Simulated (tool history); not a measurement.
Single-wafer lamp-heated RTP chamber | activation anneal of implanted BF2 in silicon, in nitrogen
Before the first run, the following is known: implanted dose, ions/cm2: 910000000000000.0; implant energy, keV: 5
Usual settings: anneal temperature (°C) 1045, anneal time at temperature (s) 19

run    hour  anneal temperature (°C)  anneal time at temperature (s)  read-back reference wafer on the same gauge, sheet resistance  sheet resistance of the implanted and annealed layer (ohm/square)
  1     0.0                     1045                              19                                                         204.07                                                             245.03
       30.7  -- reflector plate cleaned
  2   107.9                     1045                              19                                                         203.78                                                             237.18
  3   188.4                     1045                              19                                                         204.20                                                             238.31
  4   285.1                     1057                              19                                                         203.80                                                             220.44
      334.6  -- pyrometer window cleaned and pyrometer calibrated
  5   376.6                     1057                              19                                                         204.04                                                             231.54
  6   455.4                     1057                              19                                                         204.16                                                             224.18
  7   530.7                     1038                              10                                                         203.89                                                             277.72
      603.7  -- reflector plate cleaned
  8   624.5                     1038                              10                                                         204.07                                                             272.17
      653.4  -- gauge calibrated
  9   696.7                     1038                              10                                                         203.73                                                             275.38
      756.6  -- pyrometer window cleaned and pyrometer calibrated
 10   802.7                     1051                              23                                                         204.02                                                             235.23
 11   844.2                     1051                              23                                                         203.68                                                             230.82
 12   924.3                     1034                              15                                                         203.70                                                             267.43
 13   978.5                     1045                              19                                                         204.06                                                             238.58
 14  1048.3                     1062                               8                                                         204.03                                                             253.71
     1114.2  -- pyrometer window cleaned and pyrometer calibrated
 15  1121.6                     1038                              10                                                         203.55                                                             295.77
 16  1222.3                     1045                              12                                                         204.15                                                             260.73
     1308.9  -- reflector plate cleaned
 17  1325.2                     1045                              24                                                         204.22                                                             229.87
 18  1363.3                     1029                              28                                                         204.13                                                             245.17
 19  1401.2                     1026                              30                                                         204.39                                                             241.51
 20  1484.0                     1045                              10                                                         204.01                                                             263.51
     1510.4  -- pyrometer window cleaned and pyrometer calibrated
 21  1584.7                     1071                              10                                                         203.82                                                             242.86
 22  1648.8                     1031                              14                                                         204.30                                                             278.74

Forecast run 23:
 23  1722.7                     1045                              19                                                              ?                                                                  ?

Run 23 produced read-back reference wafer on the same gauge, sheet resistance 203.99, sheet resistance of the implanted and annealed layer (ohm/square) 239.77.
The same run, on a tool lacking any hidden state, would have yielded sheet resistance of the implanted and annealed layer (ohm/square) 254.05.

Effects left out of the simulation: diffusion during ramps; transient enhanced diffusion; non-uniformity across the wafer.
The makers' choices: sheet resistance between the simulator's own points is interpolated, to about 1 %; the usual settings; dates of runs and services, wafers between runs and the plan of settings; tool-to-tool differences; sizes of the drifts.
